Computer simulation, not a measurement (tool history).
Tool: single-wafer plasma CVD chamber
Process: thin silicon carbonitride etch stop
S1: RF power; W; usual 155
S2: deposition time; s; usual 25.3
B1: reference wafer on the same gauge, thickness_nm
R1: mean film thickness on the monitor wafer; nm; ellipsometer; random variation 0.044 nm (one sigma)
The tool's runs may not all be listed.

run 1 hour=0 | S1=155 S2=25.3 | B1=12.216 | R1=12.747
run 2 hour=55.5 | S1=155 S2=25.3 | B1=12.212 | R1=12.801
run 3 hour=101.9 | S1=155 S2=25.3 | B1=12.192 | R1=12.84
run 4 hour=182.4 | S1=175 S2=28.8 | B1=12.199 | R1=15.002
run 5 hour=240.2 | S1=155 S2=25.3 | B1=12.192 | R1=12.794
run 6 hour=293.5 | S1=155 S2=25.3 | B1=12.195 | R1=12.754
run 7 hour=381.8 | S1=155 S2=25.3 | B1=12.198 | R1=12.712
run 8 hour=489.6 | S1=155 S2=27 | B1=12.207 | R1=13.588
run 9 hour=565.9 | S1=165 S2=21.5 | B1=12.189 | R1=10.984
run 10 hour=608.8 | S1=155 S2=25.3 | B1=12.21 | R1=12.679
run 11 hour=692.9 | S1=135 S2=26.9 | B1=12.182 | R1=12.998
run 12 hour=809.1 | S1=175 S2=25.3 | B1=12.203 | R1=13.197
run 13 hour=901.3 | S1=175 S2=29.7 | B1=12.206 | R1=15.569
run 14 hour=951.2 | S1=155 S2=25.3 | B1=12.182 | R1=12.822
run 15 hour=1050.6 | S1=180 S2=21.3 | B1=12.215 | R1=11.193
run 16 hour=1090.5 | S1=125 S2=25.3 | B1=12.207 | R1=12.222

Not shown: 4 entries that the log had between the listed runs. Between which runs, and how does the tool's hidden state differ before and after?
Between runs 7 and 8: gauge calibrated (hour 470.1)
  delivered RF power above the setpoint (%): -4.95 -> -6.05
  measured less the result without the state, R1: -0.201 -> -0.265 nm
Between runs 9 and 10: showerhead replaced, of another model than before (hour 581.9)
  delivered RF power above the setpoint (%): -6.91 -> -7.42
  measured less the result without the state, R1: -0.246 -> -0.216 nm
Between runs 11 and 12: thermocouple changed; heater temperature recalibrated (hour 792.7); RF generator calibrated (hour 806.7)
  delivered RF power above the setpoint (%): -8.48 -> -0.38
  measured less the result without the state, R1: -0.254 -> -0.011 nm
